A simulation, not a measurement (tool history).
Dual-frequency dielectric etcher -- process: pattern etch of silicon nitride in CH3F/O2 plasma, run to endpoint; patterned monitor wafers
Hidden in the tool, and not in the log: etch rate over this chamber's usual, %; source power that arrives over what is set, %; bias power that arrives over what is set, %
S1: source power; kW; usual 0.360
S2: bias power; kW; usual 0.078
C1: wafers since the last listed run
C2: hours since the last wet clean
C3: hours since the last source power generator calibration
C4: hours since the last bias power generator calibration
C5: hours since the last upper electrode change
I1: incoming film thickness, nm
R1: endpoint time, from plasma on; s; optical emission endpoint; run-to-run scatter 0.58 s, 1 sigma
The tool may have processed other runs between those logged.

{"run": 1, "hour": 0.0, "S1": 0.36, "S2": 0.078, "C1": 0, "C2": 435.5, "C3": 4007.7, "C4": 4460.9, "C5": 2721.2, "I1": 104.9, "R1": 106.6}
{"run": 2, "hour": 14.5, "S1": 0.36, "S2": 0.078, "C1": 55, "C2": 450.0, "C3": 4022.2, "C4": 4475.4, "C5": 2735.7, "I1": 104.2, "R1": 105.3}
{"run": 3, "hour": 22.9, "S1": 0.38, "S2": 0.078, "C1": 32, "C2": 458.4, "C3": 4030.6, "C4": 4483.8, "C5": 2744.1, "I1": 105.0, "R1": 104.8}
{"run": 4, "hour": 32.1, "S1": 0.36, "S2": 0.078, "C1": 35, "C2": 467.6, "C3": 4039.8, "C4": 4493.0, "C5": 2753.3, "I1": 104.2, "R1": 104.9}
{"run": 5, "hour": 48.2, "S1": 0.36, "S2": 0.078, "C1": 61, "C2": 483.7, "C3": 4055.9, "C4": 4509.1, "C5": 2769.4, "I1": 102.6, "R1": 102.8}
{"run": 6, "hour": 60.4, "S1": 0.36, "S2": 0.078, "C1": 46, "C2": 495.9, "C3": 4068.1, "C4": 4521.3, "C5": 2781.6, "I1": 103.9, "R1": 104.2}
{"run": 7, "hour": 75.8, "S1": 0.34, "S2": 0.09, "C1": 58, "C2": 511.3, "C3": 4083.5, "C4": 4536.7, "C5": 2797.0, "I1": 103.9, "R1": 100.5}
{"hour": 101.7, "done": "bias power generator calibrated"}
{"hour": 114.1, "done": "upper electrode replaced"}
{"hour": 118.2, "done": "wet clean of the chamber"}
{"run": 8, "hour": 118.7, "S1": 0.36, "S2": 0.078, "C1": 85, "C2": 0.5, "C3": 4126.4, "C4": 17.0, "C5": 4.6, "I1": 103.8, "R1": 109.1}
{"run": 9, "hour": 119.1, "S1": 0.36, "S2": 0.078, "C1": 1, "C2": 0.9, "C3": 4126.8, "C4": 17.4, "C5": 5.0, "I1": 103.6, "R1": 108.7}
{"run": 10, "hour": 119.5, "S1": 0.36, "S2": 0.078, "C1": 1, "C2": 1.3, "C3": 4127.2, "C4": 17.8, "C5": 5.4, "I1": 103.6, "R1": 107.9}
{"run": 11, "hour": 126.8, "S1": 0.36, "S2": 0.078, "C1": 27, "C2": 8.6, "C3": 4134.5, "C4": 25.1, "C5": 12.7, "I1": 104.2, "R1": 108.3}
{"run": 12, "hour": 133.0, "S1": 0.36, "S2": 0.078, "C1": 23, "C2": 14.8, "C3": 4140.7, "C4": 31.3, "C5": 18.9, "I1": 103.1, "R1": 107.5}
{"hour": 141.4, "done": "source power generator calibrated"}
{"run": 13, "hour": 141.9, "S1": 0.43, "S2": 0.072, "C1": 18, "C2": 23.7, "C3": 0.5, "C4": 40.2, "C5": 27.8, "I1": 103.8, "R1": 105.0}
{"run": 14, "hour": 155.5, "S1": 0.33, "S2": 0.084, "C1": 51, "C2": 37.3, "C3": 14.1, "C4": 53.8, "C5": 41.4, "I1": 104.0, "R1": 108.1}
{"run": 15, "hour": 173.1, "S1": 0.45, "S2": 0.088, "C1": 67, "C2": 54.9, "C3": 31.7, "C4": 71.4, "C5": 59.0, "I1": 104.0, "R1": 97.2}
{"run": 16, "hour": 190.1, "S1": 0.45, "S2": 0.06, "C1": 64, "C2": 71.9, "C3": 48.7, "C4": 88.4, "C5": 76.0, "I1": 104.3, "R1": 111.7}
{"run": 17, "hour": 208.0, "S1": 0.36, "S2": 0.078, "C1": 68, "C2": 89.8, "C3": 66.6, "C4": 106.3, "C5": 93.9, "I1": 104.7, "R1": 108.3}
{"run": 18, "hour": 222.6, "S1": 0.28, "S2": 0.067, "C1": 55, "C2": 104.4, "C3": 81.2, "C4": 120.9, "C5": 108.5, "I1": 104.9, "R1": 121.9}
{"run": 19, "hour": 234.2, "S1": 0.36, "S2": 0.064, "C1": 44, "C2": 116.0, "C3": 92.8, "C4": 132.5, "C5": 120.1, "I1": 104.3, "R1": 116.2}
{"run": 20, "hour": 247.9, "S1": 0.36, "S2": 0.078, "C1": 52, "C2": 129.7, "C3": 106.5, "C4": 146.2, "C5": 133.8, "I1": 104.9, "R1": 107.8}
{"run": 21, "hour": 293.1, "S1": 0.42, "S2": 0.063, "C1": 172, "C2": 174.9, "C3": 151.7, "C4": 191.4, "C5": 179.0, "I1": 105.6, "R1": 112.8}
{"run": 22, "hour": 309.0, "S1": 0.36, "S2": 0.085, "C1": 60, "C2": 190.8, "C3": 167.6, "C4": 207.3, "C5": 194.9, "I1": 103.8, "R1": 102.8}

Across each entry between runs, compare the hidden state at the last listed run before it with the hidden state at the first listed run after it:
In the gap between runs 7 and 8: bias power generator calibrated (hour 101.7); upper electrode replaced (hour 114.1); wet clean of the chamber (hour 118.2)
  etch rate over this chamber's usual, %: 4.43 -> 0.553
  measured value less the no-hidden-state value, R1: -4.4 -> -0.6 s
In the gap between runs 12 and 13: source power generator calibrated (hour 141.4)
  etch rate over this chamber's usual, %: 0.679 -> 0.758
  measured value less the no-hidden-state value, R1: -0.7 -> -0.8 s
